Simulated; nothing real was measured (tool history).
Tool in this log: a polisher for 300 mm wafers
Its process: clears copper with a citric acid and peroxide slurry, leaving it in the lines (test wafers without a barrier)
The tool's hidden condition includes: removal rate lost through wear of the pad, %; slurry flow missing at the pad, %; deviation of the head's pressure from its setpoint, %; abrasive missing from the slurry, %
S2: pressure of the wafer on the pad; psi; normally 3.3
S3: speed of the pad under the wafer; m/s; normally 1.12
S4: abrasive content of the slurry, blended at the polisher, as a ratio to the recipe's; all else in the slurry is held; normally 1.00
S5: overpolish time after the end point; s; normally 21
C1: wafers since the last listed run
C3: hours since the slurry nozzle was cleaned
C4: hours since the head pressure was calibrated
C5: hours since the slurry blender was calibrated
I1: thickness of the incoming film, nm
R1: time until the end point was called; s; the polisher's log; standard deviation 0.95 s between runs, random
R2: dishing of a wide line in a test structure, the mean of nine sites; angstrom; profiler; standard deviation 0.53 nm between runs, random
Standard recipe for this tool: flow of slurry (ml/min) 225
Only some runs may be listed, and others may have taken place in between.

{"run": 1, "hour": 0.0, "flow of slurry (ml/min)": 185, "S2": 3.3, "S3": 1.12, "S4": 1.0, "S5": 21, "C1": 0, "wafers polished on this pad": 487, "C3": 139.7, "C4": 292.9, "C5": 233.9, "I1": 222.5, "R1": 78.3, "R2": 398}
{"run": 2, "hour": 23.6, "flow of slurry (ml/min)": 225, "S2": 3.3, "S3": 1.12, "S4": 1.0, "S5": 17, "C1": 280, "wafers polished on this pad": 767, "C3": 163.3, "C4": 316.5, "C5": 257.5, "I1": 223.3, "R1": 77.8, "R2": 340}
{"run": 3, "hour": 48.7, "flow of slurry (ml/min)": 225, "S2": 3.3, "S3": 1.12, "S4": 1.0, "S5": 17, "C1": 297, "wafers polished on this pad": 1065, "C3": 188.4, "C4": 341.6, "C5": 282.6, "I1": 228.8, "R1": 78.1, "R2": 353}
{"hour": 57.9, "done": "worn pad replaced by a new one"}
{"run": 4, "hour": 61.1, "flow of slurry (ml/min)": 225, "S2": 3.3, "S3": 1.12, "S4": 1.0, "S5": 17, "C1": 99, "wafers polished on this pad": 38, "C3": 200.8, "C4": 354.0, "C5": 295.0, "I1": 225.2, "R1": 75.2, "R2": 339}
{"run": 5, "hour": 73.7, "flow of slurry (ml/min)": 200, "S2": 3.3, "S3": 1.12, "S4": 1.0, "S5": 25, "C1": 149, "wafers polished on this pad": 187, "C3": 213.4, "C4": 366.6, "C5": 307.6, "I1": 228.2, "R1": 79.0, "R2": 475}
{"run": 6, "hour": 92.2, "flow of slurry (ml/min)": 200, "S2": 3.3, "S3": 1.12, "S4": 1.0, "S5": 25, "C1": 219, "wafers polished on this pad": 407, "C3": 231.9, "C4": 385.1, "C5": 326.1, "I1": 224.2, "R1": 76.9, "R2": 475}
{"run": 7, "hour": 106.5, "flow of slurry (ml/min)": 225, "S2": 2.9, "S3": 1.12, "S4": 1.15, "S5": 21, "C1": 169, "wafers polished on this pad": 577, "C3": 246.2, "C4": 399.4, "C5": 340.4, "I1": 224.6, "R1": 84.4, "R2": 379}
{"run": 8, "hour": 151.8, "flow of slurry (ml/min)": 225, "S2": 2.9, "S3": 1.12, "S4": 1.15, "S5": 21, "C1": 537, "wafers polished on this pad": 1114, "C3": 291.5, "C4": 444.7, "C5": 385.7, "I1": 226.3, "R1": 82.1, "R2": 377}
{"hour": 157.1, "done": "worn pad replaced by a new one"}
{"run": 9, "hour": 184.9, "flow of slurry (ml/min)": 225, "S2": 2.9, "S3": 1.12, "S4": 1.15, "S5": 21, "C1": 345, "wafers polished on this pad": 330, "C3": 324.6, "C4": 477.8, "C5": 418.8, "I1": 226.7, "R1": 82.2, "R2": 382}
{"run": 10, "hour": 199.2, "flow of slurry (ml/min)": 200, "S2": 3.3, "S3": 0.8, "S4": 1.0, "S5": 21, "C1": 169, "wafers polished on this pad": 500, "C3": 338.9, "C4": 492.1, "C5": 433.1, "I1": 224.1, "R1": 106.8, "R2": 315}
{"hour": 220.0, "done": "slurry nozzle cleaned"}
{"run": 11, "hour": 222.4, "flow of slurry (ml/min)": 225, "S2": 3.3, "S3": 0.8, "S4": 1.0, "S5": 21, "C1": 263, "wafers polished on this pad": 763, "C3": 2.4, "C4": 515.3, "C5": 456.3, "I1": 222.1, "R1": 100.5, "R2": 325}
{"hour": 267.3, "done": "worn pad replaced by a new one"}
{"run": 12, "hour": 275.7, "flow of slurry (ml/min)": 225, "S2": 3.3, "S3": 1.12, "S4": 1.2, "S5": 21, "C1": 585, "wafers polished on this pad": 99, "C3": 55.7, "C4": 568.6, "C5": 509.6, "I1": 225.1, "R1": 69.5, "R2": 447}
{"hour": 297.7, "done": "head pressure recalibrated"}
{"run": 13, "hour": 302.5, "flow of slurry (ml/min)": 195, "S2": 3.6, "S3": 0.82, "S4": 1.0, "S5": 21, "C1": 294, "wafers polished on this pad": 394, "C3": 82.5, "C4": 4.8, "C5": 536.4, "I1": 226.0, "R1": 102.8, "R2": 327}
{"hour": 314.9, "done": "slurry blender recalibrated"}
{"run": 14, "hour": 322.4, "flow of slurry (ml/min)": 225, "S2": 3.3, "S3": 1.34, "S4": 1.0, "S5": 21, "C1": 212, "wafers polished on this pad": 606, "C3": 102.4, "C4": 24.7, "C5": 7.5, "I1": 220.4, "R1": 64.9, "R2": 475}
{"run": 15, "hour": 350.5, "flow of slurry (ml/min)": 225, "S2": 2.5, "S3": 1.12, "S4": 1.0, "S5": 21, "C1": 333, "wafers polished on this pad": 940, "C3": 130.5, "C4": 52.8, "C5": 35.6, "I1": 224.8, "R1": 101.5, "R2": 318}
{"hour": 364.2, "done": "worn pad replaced by a new one"}
{"run": 16, "hour": 364.7, "flow of slurry (ml/min)": 225, "S2": 3.3, "S3": 1.12, "S4": 1.0, "S5": 21, "C1": 121, "wafers polished on this pad": 5, "C3": 144.7, "C4": 67.0, "C5": 49.8, "I1": 223.6, "R1": 78.1, "R2": 411}
{"run": 17, "hour": 377.3, "flow of slurry (ml/min)": 225, "S2": 3.3, "S3": 1.12, "S4": 1.0, "S5": 17, "C1": 149, "wafers polished on this pad": 155, "C3": 157.3, "C4": 79.6, "C5": 62.4, "I1": 227.0, "R1": 79.3, "R2": 330}
{"run": 18, "hour": 402.7, "flow of slurry (ml/min)": 195, "S2": 4.0, "S3": 1.12, "S4": 1.0, "S5": 33, "C1": 301, "wafers polished on this pad": 456, "C3": 182.7, "C4": 105.0, "C5": 87.8, "I1": 226.0, "R1": 65.7, "R2": 675}
{"hour": 476.0, "done": "worn pad replaced by a new one"}
{"run": 19, "hour": 504.5, "flow of slurry (ml/min)": 225, "S2": 3.3, "S3": 1.12, "S4": 1.0, "S5": 21, "C1": 1160, "wafers polished on this pad": 338, "C3": 284.5, "C4": 206.8, "C5": 189.6, "I1": 227.6, "R1": 79.7, "R2": 404}

What if the next run were any one of these 5? Each begins from the tool's condition after run 19:
{"run": "A", "hour": 504.9, "flow of slurry (ml/min)": 225, "S2": 3.3, "S3": 1.12, "S4": 1.0, "S5": 21, "C1": 4, "wafers polished on this pad": 342, "C3": 284.9, "C4": 207.2, "C5": 190.0, "I1": 221.5, "R1": "?", "R2": "?"}
{"run": "B", "hour": 504.9, "flow of slurry (ml/min)": 225, "S2": 3.0, "S3": 1.12, "S4": 1.0, "S5": 21, "C1": 4, "wafers polished on this pad": 342, "C3": 284.9, "C4": 207.2, "C5": 190.0, "I1": 221.5, "R1": "?", "R2": "?"}
{"run": "C", "hour": 504.9, "flow of slurry (ml/min)": 305, "S2": 3.7, "S3": 1.22, "S4": 1.0, "S5": 13, "C1": 4, "wafers polished on this pad": 342, "C3": 284.9, "C4": 207.2, "C5": 190.0, "I1": 221.5, "R1": "?", "R2": "?"}
{"run": "D", "hour": 504.9, "flow of slurry (ml/min)": 225, "S2": 3.3, "S3": 1.12, "S4": 0.9, "S5": 21, "C1": 4, "wafers polished on this pad": 342, "C3": 284.9, "C4": 207.2, "C5": 190.0, "I1": 221.5, "R1": "?", "R2": "?"}
{"run": "E", "hour": 504.9, "flow of slurry (ml/min)": 225, "S2": 3.3, "S3": 1.12, "S4": 1.0, "S5": 26, "C1": 4, "wafers polished on this pad": 342, "C3": 284.9, "C4": 207.2, "C5": 190.0, "I1": 221.5, "R1": "?", "R2": "?"}

run=A R1=76.8 R2=408
run=B R1=84.3 R2=375
run=C R1=61.1 R2=329
run=D R1=78.4 R2=401
run=E R1=76.8 R2=488
With no hidden state in the tool, these same runs would have given:
run=A R1=78.5 R2=400
run=B R1=86.2 R2=367
run=C R1=62.5 R2=322
run=D R1=80.2 R2=393
run=E R1=78.5 R2=478
